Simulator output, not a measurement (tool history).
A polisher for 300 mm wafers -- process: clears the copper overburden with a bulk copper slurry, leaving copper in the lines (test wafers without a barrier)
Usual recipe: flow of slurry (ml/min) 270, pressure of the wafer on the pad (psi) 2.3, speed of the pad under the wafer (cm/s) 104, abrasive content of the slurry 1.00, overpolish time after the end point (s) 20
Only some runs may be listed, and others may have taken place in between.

run	day	flow of slurry (ml/min)	pressure of the wafer on the pad (psi)	speed of the pad under the wafer (cm/s)	abrasive content of the slurry	overpolish time after the end point (s)	incoming thickness of the incoming film, nm	time until the end point was called (s)	dishing of a wide line in a test structure (Å)
1	0.000	270	2.3	104	1.00	20	618.3	74.6	984
2	2.683	270	2.3	104	1.00	20	619.6	75.1	1001
3	4.867	270	2.3	104	1.00	20	623.0	76.0	946
# day 5.108: slurry nozzle cleaned
# day 5.125: slurry blender recalibrated
4	7.442	270	2.3	104	1.00	20	608.1	69.8	988
# day 9.775: head pressure recalibrated
5	10.179	270	2.3	104	1.00	20	623.4	72.7	1003
# day 12.454: worn pad replaced by a new one
6	12.996	270	2.3	104	1.00	20	624.7	73.1	977
7	15.838	270	2.3	104	1.00	20	629.6	73.7	985
# day 18.075: slurry blender recalibrated
8	20.275	200	2.3	104	0.80	20	617.4	81.5	918
9	24.250	200	2.3	104	0.80	20	606.2	82.1	915
# day 25.533: slurry nozzle cleaned
10	27.350	200	2.3	104	0.80	20	614.3	79.6	932
# day 28.742: worn pad replaced by a new one
11	29.892	270	2.3	104	1.00	20	624.9	72.9	965
12	32.579	270	2.3	104	1.00	20	625.8	74.9	995
# day 33.904: slurry blender recalibrated
13	37.042	270	2.3	104	1.00	20	624.5	73.3	963
14	39.725	270	2.3	104	1.00	20	618.7	75.7	993
15	41.617	270	2.3	104	1.00	20	617.0	74.6	976
# day 42.633: worn pad replaced by a new one
# day 43.479: slurry nozzle cleaned
16	44.050	270	2.3	104	1.00	20	620.1	73.7	974
# day 44.325: head pressure recalibrated
17	47.100	270	1.6	104	1.20	16	629.4	88.8	700
# day 47.429: slurry blender recalibrated
18	51.517	270	2.3	132	1.00	20	628.3	58.8	1126
19	55.058	270	2.3	114	1.00	16	623.2	68.4	873
20	57.196	270	1.5	82	1.00	31	616.2	122.9	912
# day 57.929: worn pad replaced by a new one
21	59.050	300	2.3	104	1.00	20	614.4	73.6	986
# day 60.467: slurry blender recalibrated
22	61.129	355	2.6	124	1.00	20	629.8	58.1	1164
# day 64.496: slurry nozzle cleaned
23	64.883	270	2.3	90	1.00	25	614.7	82.0	1089
24	68.604	310	2.3	104	0.75	20	621.9	78.1	961
25	72.279	190	1.7	104	1.20	20	619.1	89.8	851
# day 73.154: worn pad replaced by a new one
# day 73.533: slurry blender recalibrated
26	74.196	295	2.3	104	1.30	20	618.5	68.3	1063

Here are 4 independent what-if runs from the current tool condition. What would each one return?
A	74.217	270	1.9	104	1.00	20	621.8	?	?
B	74.217	270	2.3	74	1.00	20	621.8	?	?
C	74.217	295	2.3	130	1.25	26	621.8	?	?
D	74.217	315	2.3	104	0.75	20	621.8	?	?

run	time until the end point was called (s)	dishing of a wide line in a test structure (Å)
A	84.2	884
B	102.3	788
C	56.2	1312
D	78.3	947
Had the tool no hidden state, the same runs would have come out as:
run	time until the end point was called (s)	dishing of a wide line in a test structure (Å)
A	83.3	889
B	101.3	794
C	55.7	1318
D	77.6	953

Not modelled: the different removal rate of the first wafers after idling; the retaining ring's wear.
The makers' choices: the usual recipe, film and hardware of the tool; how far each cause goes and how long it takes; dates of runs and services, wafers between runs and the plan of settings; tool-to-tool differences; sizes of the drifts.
